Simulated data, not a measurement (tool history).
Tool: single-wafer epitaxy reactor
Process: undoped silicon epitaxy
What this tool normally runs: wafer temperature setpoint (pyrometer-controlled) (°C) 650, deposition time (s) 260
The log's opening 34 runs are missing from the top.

run     day  wafer temperature setpoint (pyrometer-controlled) (°C)  deposition time (s)  wafers since the last listed run  hours since the last pyrometer calibration  hours since the gauge calibration  read-back reference wafer on the same gauge, thickness_nm  mean film thickness on the monitor wafer (Å)
 35  16.929                                                     650                  260                                50                                        72.7                              152.1                                                     51.215                                        460.11
 36  17.471                                                     650                  260                                67                                        85.7                              165.1                                                     51.249                                        459.24
 37  17.767                                                     650                  260                                36                                        92.8                              172.2                                                     51.221                                        456.04
 38    18.3                                                     650                  260                                66                                       105.6                                185                                                     51.248                                        458.39
 39  18.954                                                     641                  222                                81                                       121.3                              200.7                                                     51.196                                        329.79
 40  19.471                                                     643                  211                                64                                       133.7                              213.1                                                     51.225                                        325.25
 41  20.038                                                     645                  260                                70                                       147.3                              226.7                                                     51.222                                        415.93
 42  20.358                                                     644                  291                                39                                         155                              234.4                                                     51.215                                        455.83

Branching from run 42: 5 alternative next runs. What would each branch give?
  A  20.379                                                     650                  232                                 2                                       155.5                              234.9                                                          ?                                             ?
  B  20.379                                                     655                  299                                 2                                       155.5                              234.9                                                          ?                                             ?
  C  20.379                                                     650                  299                                 2                                       155.5                              234.9                                                          ?                                             ?
  D  20.379                                                     659                  260                                 2                                       155.5                              234.9                                                          ?                                             ?
  E  20.379                                                     659                  217                                 2                                       155.5                              234.9                                                          ?                                             ?

run  read-back reference wafer on the same gauge, thickness_nm  mean film thickness on the monitor wafer (Å)
  A                                                     51.262                                        409.29
  B                                                     51.262                                        580.19
  C                                                     51.262                                        527.49
  D                                                     51.262                                         544.1
  E                                                     51.262                                        454.11
Without the tool's hidden state the same runs would have given:
run  mean film thickness on the monitor wafer (Å)
  A                                        401.52
  B                                        569.28
  C                                        517.48
  D                                        533.95
  E                                        445.64
